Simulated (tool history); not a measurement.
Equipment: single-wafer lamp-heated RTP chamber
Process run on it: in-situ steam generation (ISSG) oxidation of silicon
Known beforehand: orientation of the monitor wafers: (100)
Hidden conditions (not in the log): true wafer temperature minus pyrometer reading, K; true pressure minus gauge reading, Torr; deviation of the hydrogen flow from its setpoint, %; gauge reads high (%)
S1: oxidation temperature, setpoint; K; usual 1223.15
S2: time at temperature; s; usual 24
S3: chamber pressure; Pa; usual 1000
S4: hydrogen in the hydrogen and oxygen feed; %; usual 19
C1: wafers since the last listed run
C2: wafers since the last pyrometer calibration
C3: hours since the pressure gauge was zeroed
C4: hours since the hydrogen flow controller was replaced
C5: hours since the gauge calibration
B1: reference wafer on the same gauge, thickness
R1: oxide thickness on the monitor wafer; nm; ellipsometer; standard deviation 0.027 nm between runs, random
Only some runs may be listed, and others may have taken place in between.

run,day,S1,S2,S3,S4,C1,C2,C3,C4,C5,B1,R1
1,0.000,1223.15,24,920,26,0,665,3295.3,6235.6,163.7,4.484,5.409
2,1.267,1223.15,24,1000,19,508,1174,3325.7,6266.0,194.1,4.481,5.078
3,2.412,1223.15,24,1000,19,460,1634,3353.2,6293.5,221.6,4.480,5.089
4,3.408,1223.15,24,1000,19,399,2034,3377.1,6317.4,245.5,4.479,5.089
5,4.608,1223.15,24,947,19,481,2516,3405.9,6346.2,274.3,4.477,5.076
# day 5.158: pyrometer window cleaned and pyrometer calibrated
6,5.179,1223.15,24,1000,19,95,9,3419.6,6359.9,288.0,4.478,4.984
7,5.838,1223.15,20,1000,13,264,273,3435.4,6375.7,303.8,4.475,4.254
8,7.329,1223.15,20,1000,13,599,872,3471.2,6411.5,339.6,4.485,4.320
9,8.504,1223.15,24,1000,19,471,1344,3499.4,6439.7,367.8,4.479,5.074
# day 9.158: hydrogen flow controller replaced
10,9.179,1223.15,24,1000,19,137,1481,3515.6,0.5,384.0,4.478,5.088
11,9.904,1223.15,24,1000,19,291,1772,3533.0,17.9,401.4,4.481,5.123
12,11.308,1223.15,24,1000,19,564,2336,3566.7,51.6,435.1,4.484,5.107
# day 11.888: pyrometer window cleaned and pyrometer calibrated
# day 12.504: pressure gauge zeroed
13,12.525,1223.15,24,1000,19,220,121,0.5,80.8,464.3,4.480,5.090
14,13.108,1223.15,24,1000,19,234,356,14.5,94.8,478.3,4.481,5.017
15,14.271,1223.15,24,1000,19,466,823,42.4,122.7,506.2,4.481,5.027
16,15.346,1210.15,18,920,19,431,1254,68.2,148.5,532.0,4.476,4.331
# day 15.475: gauge calibrated
17,19.054,1223.15,24,947,27,1489,2744,157.2,237.5,85.9,4.480,5.530
# day 19.625: pyrometer window cleaned and pyrometer calibrated
18,20.038,1223.15,24,1000,19,261,166,180.8,261.1,109.5,4.480,4.992
19,21.462,1223.15,24,1000,19,572,738,215.0,295.3,143.7,4.479,5.026
20,22.562,1223.15,24,1000,19,441,1180,241.4,321.7,170.1,4.487,5.106
21,23.729,1233.15,27,1000,27,468,1649,269.4,349.7,198.1,4.483,6.000
22,24.608,1223.15,24,1000,19,353,2002,290.5,370.8,219.2,4.483,5.122
23,25.692,1216.15,29,1000,11,435,2437,316.5,396.8,245.2,4.478,4.825
24,26.908,1208.15,24,947,11,488,2925,345.7,426.0,274.4,4.474,4.292
# day 27.312: pyrometer window cleaned and pyrometer calibrated
25,27.579,1205.15,16,1147,14,135,107,361.8,442.1,290.5,4.481,3.752
26,28.496,1239.15,27,920,19,368,476,383.8,464.1,312.5,4.480,5.562
27,29.633,1230.15,24,920,26,456,932,411.1,491.4,339.8,4.481,5.585

Run 28 has not been measured yet. What should we expect?
28,30.850,1238.15,28,1000,19,488,1421,440.3,520.6,369.0,?,?

B1: 4.477
R1: 5.727 nm
On a tool with no hidden condition, and with the same random variation, this run would have come out at R1 5.598 nm.
